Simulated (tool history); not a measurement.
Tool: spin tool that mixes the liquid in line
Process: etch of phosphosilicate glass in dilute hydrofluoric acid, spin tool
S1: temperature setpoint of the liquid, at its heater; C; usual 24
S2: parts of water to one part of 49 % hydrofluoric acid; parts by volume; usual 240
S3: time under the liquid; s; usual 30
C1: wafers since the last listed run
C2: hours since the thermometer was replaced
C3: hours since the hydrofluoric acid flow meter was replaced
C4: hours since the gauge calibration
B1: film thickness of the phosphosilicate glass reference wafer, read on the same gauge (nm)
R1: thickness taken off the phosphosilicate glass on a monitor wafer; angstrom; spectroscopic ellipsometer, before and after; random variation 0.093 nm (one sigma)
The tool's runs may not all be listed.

run   hour    S1   S2  S3    C1      C2     C3     C4     B1     R1
  1      0    24  240  30     0  1868.6  340.8  264.2  50.03  137.6
  2   30.9    24  240  30   437  1899.5  371.7  295.1  49.99  136.9
  3   62.7    24  240  30   449  1931.3  403.5  326.9  49.99  136.6
  4  141.5    24  240  30  1114  2010.1  482.3  405.7  50.02  137.1
  5  157.4    24  240  30   224    2026  498.2  421.6  50.02    137
  6  172.9    24  240  30   219  2041.5  513.7  437.1  49.99  135.9
  7  185.7    24  240  30   181  2054.3  526.5  449.9  49.99  136.7
  8  215.6    24  240  30   423  2084.2  556.4  479.8  49.99    135
  9  247.8    24  240  30   455  2116.4  588.6    512     50  135.3
 10  274.3    24  240  30   374  2142.9  615.1  538.5  49.99  135.5
 11  290.4    24  240  30   227    2159  631.2  554.6  49.97  135.6
 12  329.2    24  240  30   548  2197.8    670  593.4     50  136.6
 13  350.5    24  270  30   301  2219.1  691.3  614.7     50  117.6
     375.6  -- thermometer replaced
 14  376.1    24  270  30   348     0.5  716.9  640.3  50.01  126.8
       446  -- gauge calibrated
 15    467  25.5  270  35  1286    91.4  807.8     21     50  157.6
 16  498.6    24  240  30   447     123  839.4   52.6     50  146.7
 17  522.7  21.5  330  30   340   147.1  863.5   76.7  50.01   89.6
 18  543.3    26  355  30   291   167.7  884.1   97.3  50.02   94.3
 19  572.9    27  330  30   418   197.3  913.7  126.9  49.99  107.6
 20  587.6  19.5  240  50   207     212  928.4  141.6  50.01  208.1
     615.8  -- hydrofluoric acid flow meter replaced
 21  617.7  20.5  330  40   411   242.1    1.9  171.7  49.98  116.3
 22    650  20.5  165  30   456   274.4   34.2    204  49.99  202.5
 23  681.6  26.5  175  50   447     306   65.8  235.6  50.02  386.8
 24  710.2  20.5  165  30   404   334.6   94.4  264.2  50.02  200.2
 25  733.4    24  125  30   328   357.8  117.6  287.4     50  316.5
 26  764.1    24  240  20   434   388.5  148.3  318.1  50.02   96.5
 27  791.8  26.5  240  40   391   416.2    176  345.8  50.02  210.8
 28  820.8    24  240  30   410   445.2    205  374.8  50.01  146.3
 29  851.3    24  350  15   431   475.7  235.5  405.3  49.97   45.1

4 ways to go on from here, each from the tool as it stands after run 29. What would each give?
  A  851.7    24  240  45   5  476.1  235.9  405.7   ?   ?
  B  851.7  28.5  325  35   5  476.1  235.9  405.7   ?   ?
  C  851.7  22.5  240  30   5  476.1  235.9  405.7   ?   ?
  D  851.7    24  295  30   5  476.1  235.9  405.7   ?   ?

run     B1     R1
  A  50.01  219.2
  B  50.01  134.7
  C  50.01  138.3
  D  50.01  112.6
Without the tool's hidden state the same runs would have given:
run     R1
  A  223.6
  B  137.1
  C  141.1
  D  114.7

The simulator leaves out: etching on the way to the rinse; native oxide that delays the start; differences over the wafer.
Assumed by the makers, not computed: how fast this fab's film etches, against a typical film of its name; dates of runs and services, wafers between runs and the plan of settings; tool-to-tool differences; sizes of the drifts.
